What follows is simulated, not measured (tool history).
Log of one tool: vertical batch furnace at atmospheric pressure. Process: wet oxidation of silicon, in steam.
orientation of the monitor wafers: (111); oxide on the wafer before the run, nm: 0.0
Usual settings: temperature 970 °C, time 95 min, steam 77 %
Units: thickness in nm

run   hour  temperature  time  steam  wafers since the last listed run  hours since the last temperature calibration  hours since the steam generator was serviced  hours since the gauge calibration  read-back reference wafer on the same gauge, thickness  thickness
  1      0          955    95     86                                 0                                        2232.5                                          2391                              497.6                                                  372.09     456.86
  2   15.4          955    95     86                               200                                        2247.9                                        2406.4                                513                                                  372.03     460.54
  3   50.7          955    95     86                               460                                        2283.2                                        2441.7                              548.3                                                  372.38     457.92
  4   71.4          970    95     77                               270                                        2303.9                                        2462.4                                569                                                  371.64     469.16
  5  101.2          970    95     77                               388                                        2333.7                                        2492.2                              598.8                                                  372.15     472.33
  6  126.9          970    95     77                               335                                        2359.4                                        2517.9                              624.5                                                  371.77     470.33
  7  149.8          970    95     77                               298                                        2382.3                                        2540.8                              647.4                                                  371.97     471.97
  8  168.4          970    95     77                               242                                        2400.9                                        2559.4                                666                                                  372.03     468.73
  9  196.6          954    95     77                               367                                        2429.1                                        2587.6                              694.2                                                     372     425.16
 10  224.7          970    95     77                               366                                        2457.2                                        2615.7                              722.3                                                  371.84     470.11
 11  238.2          970  61.5     84                               176                                        2470.7                                        2629.2                              735.8                                                  371.79     375.22
 12  255.9          970    95     77                               230                                        2488.4                                        2646.9                              753.5                                                  372.15     470.08
 13  287.8          970    95     77                               416                                        2520.3                                        2678.8                              785.4                                                  371.72     470.63
 14  320.9          970    95     81                               431                                        2553.4                                        2711.9                              818.5                                                   371.7     483.99
 15  356.2          970    95     81                               460                                        2588.7                                        2747.2                              853.8                                                  371.95     487.71
     378.3  -- gauge calibrated
 16  379.2          970    95     81                               300                                        2611.7                                        2770.2                                0.9                                                  371.58     484.84
 17  394.5          970   134     77                               199                                          2627                                        2785.5                               16.2                                                  372.13     584.83

Forecast run 18:
 18  423.4          970   129     72                               377                                        2655.9                                        2814.4                               45.1                                                       ?          ?

{"run 18": {"read-back reference wafer on the same gauge, thickness": 372.21, "thickness": 549.12}}
Without the tool's hidden state the same run would have given thickness 532.14 nm.
